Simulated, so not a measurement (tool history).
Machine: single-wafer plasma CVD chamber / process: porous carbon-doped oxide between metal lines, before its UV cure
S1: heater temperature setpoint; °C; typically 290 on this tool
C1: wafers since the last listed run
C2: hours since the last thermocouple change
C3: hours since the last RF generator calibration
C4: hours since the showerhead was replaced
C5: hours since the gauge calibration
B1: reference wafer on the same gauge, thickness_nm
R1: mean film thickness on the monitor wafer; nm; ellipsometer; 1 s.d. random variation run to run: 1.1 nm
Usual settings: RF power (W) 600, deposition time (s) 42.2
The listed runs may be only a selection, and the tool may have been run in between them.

{"run": 1, "hour": 0.0, "S1": 284, "RF power (W)": 600, "deposition time (s)": 42.2, "C1": 0, "C2": 2035, "C3": 1839.6, "C4": 6247.3, "C5": 596, "B1": 282.777, "R1": 260.527}
{"hour": 7.3, "done": "gauge calibrated"}
{"run": 2, "hour": 34.1, "S1": 290, "RF power (W)": 515, "deposition time (s)": 42.2, "C1": 609, "C2": 2069.1, "C3": 1873.7, "C4": 6281.4, "C5": 26.8, "B1": 282.914, "R1": 229.831}
{"run": 3, "hour": 64.9, "S1": 290, "RF power (W)": 515, "deposition time (s)": 42.2, "C1": 550, "C2": 2099.9, "C3": 1904.5, "C4": 6312.2, "C5": 57.6, "B1": 283.005, "R1": 230.284}
{"run": 4, "hour": 106.8, "S1": 290, "RF power (W)": 600, "deposition time (s)": 44.4, "C1": 748, "C2": 2141.8, "C3": 1946.4, "C4": 6354.1, "C5": 99.5, "B1": 283.175, "R1": 263.75}
{"run": 5, "hour": 163.8, "S1": 290, "RF power (W)": 600, "deposition time (s)": 44.4, "C1": 1018, "C2": 2198.8, "C3": 2003.4, "C4": 6411.1, "C5": 156.5, "B1": 282.815, "R1": 263.455}
{"run": 6, "hour": 270.5, "S1": 290, "RF power (W)": 600, "deposition time (s)": 44.4, "C1": 1905, "C2": 2305.5, "C3": 2110.1, "C4": 6517.8, "C5": 263.2, "B1": 282.836, "R1": 262.747}
{"run": 7, "hour": 318.0, "S1": 298, "RF power (W)": 600, "deposition time (s)": 42.2, "C1": 848, "C2": 2353, "C3": 2157.6, "C4": 6565.3, "C5": 310.7, "B1": 283.169, "R1": 238.646}
{"run": 8, "hour": 363.6, "S1": 290, "RF power (W)": 600, "deposition time (s)": 42.2, "C1": 814, "C2": 2398.6, "C3": 2203.2, "C4": 6610.9, "C5": 356.3, "B1": 282.771, "R1": 248.857}
{"hour": 387.1, "done": "showerhead replaced"}
{"run": 9, "hour": 431.2, "S1": 290, "RF power (W)": 600, "deposition time (s)": 42.2, "C1": 1064, "C2": 2466.2, "C3": 2270.8, "C4": 44.1, "C5": 423.9, "B1": 282.91, "R1": 248.83}
{"run": 10, "hour": 459.6, "S1": 290, "RF power (W)": 655, "deposition time (s)": 36.7, "C1": 507, "C2": 2494.6, "C3": 2299.2, "C4": 72.5, "C5": 452.3, "B1": 282.972, "R1": 229.534}
{"hour": 538.1, "done": "RF generator calibrated"}
{"run": 11, "hour": 664.0, "S1": 290, "RF power (W)": 680, "deposition time (s)": 47.9, "C1": 3508, "C2": 2699, "C3": 125.9, "C4": 276.9, "C5": 656.7, "B1": 282.995, "R1": 317.79}
{"hour": 670.1, "done": "gauge calibrated"}
{"run": 12, "hour": 693.6, "S1": 294, "RF power (W)": 600, "deposition time (s)": 42.2, "C1": 528, "C2": 2728.6, "C3": 155.5, "C4": 306.5, "C5": 23.5, "B1": 282.676, "R1": 255.574}
{"hour": 706.6, "done": "thermocouple changed; heater temperature recalibrated"}
{"run": 13, "hour": 725.8, "S1": 282, "RF power (W)": 545, "deposition time (s)": 50.6, "C1": 432, "C2": 19.2, "C3": 187.7, "C4": 338.7, "C5": 55.7, "B1": 283.024, "R1": 307.405}
{"run": 14, "hour": 767.4, "S1": 284, "RF power (W)": 600, "deposition time (s)": 49, "C1": 743, "C2": 60.8, "C3": 229.3, "C4": 380.3, "C5": 97.3, "B1": 283.461, "R1": 311.176}
{"run": 15, "hour": 828.1, "S1": 290, "RF power (W)": 600, "deposition time (s)": 39.9, "C1": 1084, "C2": 121.5, "C3": 290, "C4": 441, "C5": 158, "B1": 282.877, "R1": 246.411}
{"run": 16, "hour": 864.3, "S1": 285, "RF power (W)": 695, "deposition time (s)": 42.2, "C1": 646, "C2": 157.7, "C3": 326.2, "C4": 477.2, "C5": 194.2, "B1": 282.798, "R1": 289.332}
{"run": 17, "hour": 928.8, "S1": 285, "RF power (W)": 645, "deposition time (s)": 42.2, "C1": 1152, "C2": 222.2, "C3": 390.7, "C4": 541.7, "C5": 258.7, "B1": 282.975, "R1": 279.093}
{"run": 18, "hour": 992.2, "S1": 290, "RF power (W)": 600, "deposition time (s)": 42.2, "C1": 1132, "C2": 285.6, "C3": 454.1, "C4": 605.1, "C5": 322.1, "B1": 283.118, "R1": 257.297}

Below are 3 alternative next runs, each starting from the tool's condition after run 18. Predict each:
{"run": "A", "hour": 992.6, "S1": 290, "RF power (W)": 600, "deposition time (s)": 42.2, "C1": 7, "C2": 286, "C3": 454.5, "C4": 605.5, "C5": 322.5, "B1": "?", "R1": "?"}
{"run": "B", "hour": 992.6, "S1": 295, "RF power (W)": 670, "deposition time (s)": 45.5, "C1": 7, "C2": 286, "C3": 454.5, "C4": 605.5, "C5": 322.5, "B1": "?", "R1": "?"}
{"run": "C", "hour": 992.6, "S1": 278, "RF power (W)": 700, "deposition time (s)": 39.2, "C1": 7, "C2": 286, "C3": 454.5, "C4": 605.5, "C5": 322.5, "B1": "?", "R1": "?"}

run=A B1=283.286 R1=259.238
run=B B1=283.286 R1=289.021
run=C B1=283.286 R1=284.371
The same runs, with their run-to-run variation unchanged, on a tool lacking any hidden condition would have given:
run=A R1=262.198
run=B R1=292.27
run=C R1=287.567

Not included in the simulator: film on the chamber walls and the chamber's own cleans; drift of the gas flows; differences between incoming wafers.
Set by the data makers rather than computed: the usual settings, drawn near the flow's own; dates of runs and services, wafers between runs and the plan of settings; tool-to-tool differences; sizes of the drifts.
